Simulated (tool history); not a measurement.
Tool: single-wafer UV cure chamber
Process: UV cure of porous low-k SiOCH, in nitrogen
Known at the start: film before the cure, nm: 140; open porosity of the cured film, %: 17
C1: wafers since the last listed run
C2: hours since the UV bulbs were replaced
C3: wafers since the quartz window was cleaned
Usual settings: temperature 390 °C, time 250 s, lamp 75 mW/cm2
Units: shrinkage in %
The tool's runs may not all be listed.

Run 1, day 0: usual settings but lamp 91 mW/cm2; C1 0; C2 2289; C3 559. Result: shrinkage 12.209 %.
Run 2, day 1.567: usual settings; C1 192; C2 2326.6; C3 751. Result: shrinkage 11.174 %.
Run 3, day 1.846: usual settings; C1 34; C2 2333.3; C3 786. Result: shrinkage 11.144 %.
Run 4, day 2.417: usual settings; C1 70; C2 2347; C3 856. Result: shrinkage 11.355 %.
Run 5, day 2.883: usual settings but time 160 s; C1 57; C2 2358.2; C3 913. Result: shrinkage 9.556 %.
Run 6, day 3.412: usual settings; C1 64; C2 2370.9; C3 978. Result: shrinkage 11.443 %.
Run 7, day 3.683: usual settings; C1 33; C2 2377.4; C3 1011. Result: shrinkage 11.242 %.
Run 8, day 4.658: usual settings; C1 119; C2 2400.8; C3 1131. Result: shrinkage 11.541 %.
Run 9, day 5.383: usual settings; C1 89; C2 2418.2; C3 1220. Result: shrinkage 11.311 %.
Run 10, day 5.871: usual settings; C1 59; C2 2429.9; C3 1280. Result: shrinkage 10.912 %.
Run 11, day 6.212: usual settings; C1 41; C2 2438.1; C3 1322. Result: shrinkage 11.228 %.
Run 12, day 6.621: usual settings; C1 50; C2 2447.9; C3 1372. Result: shrinkage 11.722 %.
Run 13, day 7.017: usual settings; C1 48; C2 2457.4; C3 1421. Result: shrinkage 11.276 %.
Run 14, day 7.538: usual settings; C1 63; C2 2469.9; C3 1485. Result: shrinkage 11.512 %.
Run 15, day 8.288: usual settings; C1 92; C2 2487.9; C3 1577. Result: shrinkage 11.297 %.
Run 16, day 8.654: usual settings; C1 45; C2 2496.7; C3 1622. Result: shrinkage 11.394 %.
At day 9.925: UV bulbs replaced.
Run 17, day 9.946: usual settings; C1 117; C2 0.5; C3 1739. Result: shrinkage 11.37 %.
Run 18, day 10.375: usual settings; C1 52; C2 10.8; C3 1792. Result: shrinkage 11.529 %.
Run 19, day 10.921: usual settings; C1 67; C2 23.9; C3 1859. Result: shrinkage 11.511 %.
Run 20, day 11.312: usual settings; C1 48; C2 33.3; C3 1907. Result: shrinkage 11.405 %.
Run 21, day 11.9: usual settings but temperature 381 °C; C1 72; C2 47.4; C3 1979. Result: shrinkage 11.478 %.
Run 22, day 12.388: usual settings but temperature 398 °C, time 190 s, lamp 40 mW/cm2; C1 59; C2 59.1; C3 2039. Result: shrinkage 7.722 %.
Run 23, day 13.129: usual settings but temperature 382 °C; C1 91; C2 76.9; C3 2130. Result: shrinkage 11.224 %.
Run 24, day 13.442: usual settings; C1 38; C2 84.4; C3 2169. Result: shrinkage 11.406 %.
Run 25, day 13.821: usual settings but temperature 373 °C, time 355 s, lamp 103 mW/cm2; C1 46; C2 93.5; C3 2215. Result: shrinkage 14.219 %.
Run 26, day 14.496: usual settings; C1 82; C2 109.7; C3 2298. Result: shrinkage 11.291 %.
Run 27, day 15.054: usual settings but time 345 s, lamp 62 mW/cm2; C1 68; C2 123.1; C3 2367. Result: shrinkage 11.71 %.
At day 16.029: quartz window cleaned.
Run 28, day 16.05: usual settings but temperature 383 °C, lamp 60 mW/cm2; C1 81; C2 147; C3 2. Result: shrinkage 10.442 %.
Run 29, day 16.492: usual settings but time 115 s, lamp 52 mW/cm2; C1 54; C2 157.6; C3 56. Result: shrinkage 6.628 %.
Run 30, day 17.138: usual settings but time 350 s, lamp 61 mW/cm2; C1 79; C2 173.1; C3 135. Result: shrinkage 11.797 %.
Run 31, day 17.646: usual settings but temperature 408 °C, time 170 s; C1 62; C2 185.3; C3 198. Result: shrinkage 9.808 %.
Run 32, day 18.05: usual settings; C1 49; C2 195; C3 247. Result: shrinkage 11.18 %.
Run 33, day 18.379: usual settings but temperature 381 °C, time 290 s, lamp 106 mW/cm2; C1 40; C2 202.9; C3 288. Result: shrinkage 13.513 %.
Run 34, day 19.017: usual settings but temperature 383 °C; C1 78; C2 218.2; C3 366. Result: shrinkage 11.434 %.
Run 35, day 19.325: usual settings but time 135 s; C1 37; C2 225.6; C3 404. Result: shrinkage 8.663 %.
Run 36, day 20.029: usual settings; C1 86; C2 242.5; C3 490. Result: shrinkage 11.405 %.
Run 37, day 21.017: usual settings but temperature 403 °C, lamp 112 mW/cm2; C1 121; C2 266.2; C3 612. Result: shrinkage 13.733 %.
Run 38, day 21.696: usual settings but temperature 374 °C, time 335 s, lamp 51 mW/cm2; C1 83; C2 282.5; C3 695. Result: shrinkage 10.48 %.
Run 39, day 22.046: usual settings but temperature 399 °C, time 355 s, lamp 95 mW/cm2; C1 42; C2 290.9; C3 738. Result: shrinkage 14.293 %.
Run 40, day 22.608: usual settings but temperature 398 °C, time 190 s, lamp 40 mW/cm2; C1 69; C2 304.4; C3 807. Result: shrinkage 7.697 %.
Run 41, day 23.038: usual settings but time 290 s; C1 52; C2 314.7; C3 860. Result: shrinkage 12.084 %.

Hidden state at the last listed run before each entry between runs and at the first one after, where it differs:
Between runs 16 and 17: UV bulbs replaced (day 9.925)
  no hidden state differs between the two runs
Between runs 27 and 28: quartz window cleaned (day 16.029)
  no hidden state differs between the two runs
